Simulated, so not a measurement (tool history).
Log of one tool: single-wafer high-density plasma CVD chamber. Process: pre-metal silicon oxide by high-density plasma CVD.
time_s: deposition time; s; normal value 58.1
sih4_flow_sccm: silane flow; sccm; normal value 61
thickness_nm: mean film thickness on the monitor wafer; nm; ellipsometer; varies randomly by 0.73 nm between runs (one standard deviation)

run   hour  time_s  sih4_flow_sccm  wafers since the last listed run  hours since the silane flow controller was replaced  hours since the gauge calibration  read-back reference wafer on the same gauge, thickness_nm  thickness_nm
  1    0.0    52.1              64                                 0                                               3128.4                               97.8                                                    334.876       335.985
  2   27.0    52.1              64                               598                                               3155.4                              124.8                                                    335.100       335.359
  3   56.3    58.1              61                               649                                               3184.7                              154.1                                                    335.102       357.375
  4   81.9    58.1              61                               567                                               3210.3                              179.7                                                    334.890       357.139
  5  106.6    58.1              61                               547                                               3235.0                              204.4                                                    334.880       357.982
  6  119.3    58.1              61                               281                                               3247.7                              217.1                                                    335.038       357.049
  7  152.3    58.1              61                               731                                               3280.7                              250.1                                                    334.811       357.025
  8  185.2    58.1              61                               729                                               3313.6                              283.0                                                    335.047       358.033
  9  215.3    58.1              61                               667                                               3343.7                              313.1                                                    334.756       358.458
 10  247.5    49.0              61                               714                                               3375.9                              345.3                                                    334.907       302.477
 11  335.3    49.0              61                              1947                                               3463.7                              433.1                                                    335.111       303.929
 12  359.1    49.0              61                               527                                               3487.5                              456.9                                                    334.963       303.141
     376.8  -- gauge calibrated
 13  391.9    64.2              71                               727                                               3520.3                               15.1                                                    335.086       462.229
 14  421.4    58.1              72                               654                                               3549.8                               44.6                                                    334.658       423.062
 15  445.4    66.2              50                               532                                               3573.8                               68.6                                                    335.298       335.901
 16  460.8    58.1              61                               341                                               3589.2                               84.0                                                    334.836       358.552
 17  490.0    55.0              61                               647                                               3618.4                              113.2                                                    335.084       341.042
     516.6  -- silane flow controller replaced
 18  525.4    58.1              61                               607                                                  8.8                              148.6                                                    334.968       334.032
 19  549.6    50.5              51                               536                                                 33.0                              172.8                                                    334.881       243.286
 20  561.7    52.8              51                               268                                                 45.1                              184.9                                                    335.320       253.742
 21  577.4    49.8              65                               348                                                 60.8                              200.6                                                    334.993       305.045
 22  607.6    58.1              61                               669                                                 91.0                              230.8                                                    335.077       336.012
 23  625.3    68.9              66                               392                                                108.7                              248.5                                                    335.084       432.069
 24  641.4    63.9              66                               357                                                124.8                              264.6                                                    335.290       400.482
 25  657.5    58.1              54                               357                                                140.9                              280.7                                                    335.217       296.834

Each row is a separate what-if for the run after 25, all from the same tool condition, not one after another. Results?
  A  657.9    58.1              61                                 8                                                141.3                              281.1                                                          ?             ?
  B  657.9    64.8              55                                 8                                                141.3                              281.1                                                          ?             ?
  C  657.9    62.3              61                                 8                                                141.3                              281.1                                                          ?             ?

run  read-back reference wafer on the same gauge, thickness_nm  thickness_nm
  A                                                    334.949       335.129
  B                                                    334.949       337.011
  C                                                    334.949       359.356
Without the tool's unlogged condition, the same runs would have read:
run  thickness_nm
  A       334.498
  B       336.376
  C       358.678

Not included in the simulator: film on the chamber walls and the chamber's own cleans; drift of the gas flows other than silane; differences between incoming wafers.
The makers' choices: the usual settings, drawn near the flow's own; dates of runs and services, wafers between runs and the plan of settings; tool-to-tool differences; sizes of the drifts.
